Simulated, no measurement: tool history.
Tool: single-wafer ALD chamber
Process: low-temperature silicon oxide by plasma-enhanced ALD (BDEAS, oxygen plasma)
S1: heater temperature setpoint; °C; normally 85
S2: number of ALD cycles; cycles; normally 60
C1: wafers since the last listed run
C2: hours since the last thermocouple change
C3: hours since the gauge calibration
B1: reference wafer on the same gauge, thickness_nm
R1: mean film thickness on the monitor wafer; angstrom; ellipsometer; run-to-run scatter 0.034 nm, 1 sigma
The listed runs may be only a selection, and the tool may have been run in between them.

{"run": 1, "hour": 0.0, "S1": 85, "S2": 63, "C1": 0, "C2": 1200.5, "C3": 392.0, "B1": 8.037, "R1": 87.61}
{"run": 2, "hour": 138.7, "S1": 85, "S2": 60, "C1": 919, "C2": 1339.2, "C3": 530.7, "B1": 8.037, "R1": 82.95}
{"run": 3, "hour": 192.8, "S1": 85, "S2": 60, "C1": 358, "C2": 1393.3, "C3": 584.8, "B1": 8.049, "R1": 82.87}
{"run": 4, "hour": 220.6, "S1": 85, "S2": 60, "C1": 184, "C2": 1421.1, "C3": 612.6, "B1": 8.046, "R1": 82.71}
{"run": 5, "hour": 255.9, "S1": 85, "S2": 60, "C1": 233, "C2": 1456.4, "C3": 647.9, "B1": 8.049, "R1": 83.57}
{"run": 6, "hour": 327.8, "S1": 80, "S2": 60, "C1": 476, "C2": 1528.3, "C3": 719.8, "B1": 8.04, "R1": 84.16}
{"run": 7, "hour": 399.3, "S1": 80, "S2": 60, "C1": 473, "C2": 1599.8, "C3": 791.3, "B1": 8.05, "R1": 84.68}
{"run": 8, "hour": 491.2, "S1": 80, "S2": 60, "C1": 609, "C2": 1691.7, "C3": 883.2, "B1": 8.04, "R1": 84.26}
{"run": 9, "hour": 523.8, "S1": 85, "S2": 60, "C1": 216, "C2": 1724.3, "C3": 915.8, "B1": 8.044, "R1": 82.63}
{"run": 10, "hour": 566.3, "S1": 85, "S2": 60, "C1": 281, "C2": 1766.8, "C3": 958.3, "B1": 8.042, "R1": 81.73}
{"run": 11, "hour": 637.1, "S1": 85, "S2": 60, "C1": 469, "C2": 1837.6, "C3": 1029.1, "B1": 8.046, "R1": 82.5}
{"run": 12, "hour": 674.0, "S1": 85, "S2": 60, "C1": 244, "C2": 1874.5, "C3": 1066.0, "B1": 8.042, "R1": 82.22}
{"run": 13, "hour": 706.8, "S1": 85, "S2": 60, "C1": 217, "C2": 1907.3, "C3": 1098.8, "B1": 8.037, "R1": 82.49}
{"run": 14, "hour": 741.0, "S1": 81, "S2": 64, "C1": 226, "C2": 1941.5, "C3": 1133.0, "B1": 8.044, "R1": 89.24}
{"run": 15, "hour": 808.6, "S1": 76, "S2": 64, "C1": 447, "C2": 2009.1, "C3": 1200.6, "B1": 8.029, "R1": 91.28}
{"hour": 873.3, "done": "thermocouple changed; heater temperature recalibrated"}
{"run": 16, "hour": 875.3, "S1": 85, "S2": 60, "C1": 388, "C2": 2.0, "C3": 1267.3, "B1": 8.041, "R1": 84.93}
{"run": 17, "hour": 911.9, "S1": 75, "S2": 68, "C1": 242, "C2": 38.6, "C3": 1303.9, "B1": 8.043, "R1": 99.4}
{"run": 18, "hour": 943.8, "S1": 85, "S2": 60, "C1": 211, "C2": 70.5, "C3": 1335.8, "B1": 8.04, "R1": 84.86}
{"run": 19, "hour": 972.8, "S1": 85, "S2": 60, "C1": 192, "C2": 99.5, "C3": 1364.8, "B1": 8.026, "R1": 84.83}
{"run": 20, "hour": 1016.8, "S1": 93, "S2": 57, "C1": 291, "C2": 143.5, "C3": 1408.8, "B1": 8.029, "R1": 77.42}
{"run": 21, "hour": 1075.0, "S1": 85, "S2": 60, "C1": 385, "C2": 201.7, "C3": 1467.0, "B1": 8.041, "R1": 84.5}
{"hour": 1112.2, "done": "gauge calibrated"}
{"run": 22, "hour": 1113.5, "S1": 97, "S2": 72, "C1": 255, "C2": 240.2, "C3": 1.3, "B1": 8.05, "R1": 97.32}
{"run": 23, "hour": 1312.7, "S1": 85, "S2": 60, "C1": 1320, "C2": 439.4, "C3": 200.5, "B1": 8.037, "R1": 84.08}
{"run": 24, "hour": 1383.3, "S1": 79, "S2": 67, "C1": 467, "C2": 510.0, "C3": 271.1, "B1": 8.042, "R1": 96.3}
{"run": 25, "hour": 1435.1, "S1": 85, "S2": 49, "C1": 343, "C2": 561.8, "C3": 322.9, "B1": 8.04, "R1": 68.21}
{"run": 26, "hour": 1489.9, "S1": 85, "S2": 50, "C1": 363, "C2": 616.6, "C3": 377.7, "B1": 8.043, "R1": 70.46}
{"run": 27, "hour": 1531.8, "S1": 85, "S2": 60, "C1": 277, "C2": 658.5, "C3": 419.6, "B1": 8.046, "R1": 84.39}
{"run": 28, "hour": 1585.0, "S1": 91, "S2": 54, "C1": 352, "C2": 711.7, "C3": 472.8, "B1": 8.034, "R1": 73.75}
{"run": 29, "hour": 1651.2, "S1": 85, "S2": 56, "C1": 438, "C2": 777.9, "C3": 539.0, "B1": 8.048, "R1": 78.16}
{"run": 30, "hour": 1681.4, "S1": 99, "S2": 64, "C1": 200, "C2": 808.1, "C3": 569.2, "B1": 8.026, "R1": 85.32}

How would selected steps in R1 from run to run divide? Give the signed amount a tool lacking its hidden state would still show from settings, what came in and random variation, and the signed amount left for the hidden state, including any gauge scatter that is not in both of the compared results.
Hidden state present: wafer temperature above the value expected at the setpoint (K); gauge reads high (%).
Run 15 -> 16: S1 76 -> 85, S2 64 -> 60, thermocouple changed; heater temperature recalibrated. R1 -6.35 angstrom: hidden state +2.57, all else -8.92.
Run 16 -> 17: S1 85 -> 75, S2 60 -> 68. R1 +14.47 angstrom: hidden state -0.01, all else +14.48.
Run 17 -> 18: S1 75 -> 85, S2 68 -> 60. R1 -14.54 angstrom: hidden state -0.06, all else -14.48.
Run 22 -> 23: S1 97 -> 85, S2 72 -> 60. R1 -13.24 angstrom: hidden state -0.19, all else -13.05.
Run 24 -> 25: S1 79 -> 85, S2 67 -> 49. R1 -28.09 angstrom: hidden state +0.05, all else -28.14.
Run 29 -> 30: S1 85 -> 99, S2 56 -> 64. R1 +7.16 angstrom: hidden state +0.20, all else +6.96.
